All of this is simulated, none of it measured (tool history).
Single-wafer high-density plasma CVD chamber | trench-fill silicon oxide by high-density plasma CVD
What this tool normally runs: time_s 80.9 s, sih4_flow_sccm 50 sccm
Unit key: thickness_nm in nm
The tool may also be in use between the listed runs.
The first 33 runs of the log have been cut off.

| run | hour | time_s | sih4_flow_sccm | wafers since the last listed run | hours since the silane flow controller was replaced | hours since the gauge calibration | read-back reference wafer on the same gauge, thickness_nm | thickness_nm |
|---|---|---|---|---|---|---|---|---|
| 34 | 3094.9 | 97.0 | 50 | 4957 | 1091.6 | 1392.3 | 480.103 | 525.858 |
| 35 | 3185.5 | 80.9 | 50 | 1442 | 1182.2 | 1482.9 | 479.506 | 443.431 |
| 36 | 3247.6 | 80.9 | 50 | 988 | 1244.3 | 1545.0 | 479.186 | 444.766 |
| 37 | 3309.9 | 87.8 | 50 | 991 | 1306.6 | 1607.3 | 479.555 | 479.057 |
| 38 | 3559.1 | 80.9 | 50 | 3967 | 1555.8 | 1856.5 | 480.010 | 444.663 |
| 39 | 3620.7 | 80.9 | 50 | 980 | 1617.4 | 1918.1 | 479.692 | 442.398 |
| 40 | 3687.8 | 80.9 | 50 | 1068 | 1684.5 | 1985.2 | 480.309 | 439.587 |
| 41 | 3857.3 | 80.9 | 50 | 2698 | 1854.0 | 2154.7 | 480.363 | 448.174 |
| 42 | 3911.4 | 86.6 | 54 | 861 | 1908.1 | 2208.8 | 480.209 | 499.591 |
| 43 | 4004.9 | 74.8 | 45 | 1488 | 2001.6 | 2302.3 | 479.668 | 391.284 |
| 44 | 4085.4 | 73.9 | 55 | 1281 | 2082.1 | 2382.8 | 480.183 | 431.747 |
| 45 | 4152.2 | 80.9 | 50 | 1063 | 2148.9 | 2449.6 | 480.516 | 448.910 |
| 46 | 4253.5 | 80.9 | 50 | 1612 | 2250.2 | 2550.9 | 479.910 | 449.505 |

4 options for the next run, each taken on its own from the tool as it stands now. Forecast them:
| A | 4253.9 | 80.9 | 50 | 6 | 2250.6 | 2551.3 | ? | ? |
| B | 4253.9 | 75.8 | 41 | 6 | 2250.6 | 2551.3 | ? | ? |
| C | 4253.9 | 74.4 | 54 | 6 | 2250.6 | 2551.3 | ? | ? |
| D | 4253.9 | 65.1 | 50 | 6 | 2250.6 | 2551.3 | ? | ? |

| run | read-back reference wafer on the same gauge, thickness_nm | thickness_nm |
|---|---|---|
| A | 480.336 | 447.177 |
| B | 480.336 | 377.727 |
| C | 480.336 | 429.247 |
| D | 480.336 | 359.842 |
Had the tool no hidden state, the same runs would have come out as:
| run | thickness_nm |
|---|---|
| A | 432.167 |
| B | 365.048 |
| C | 414.839 |
| D | 347.764 |
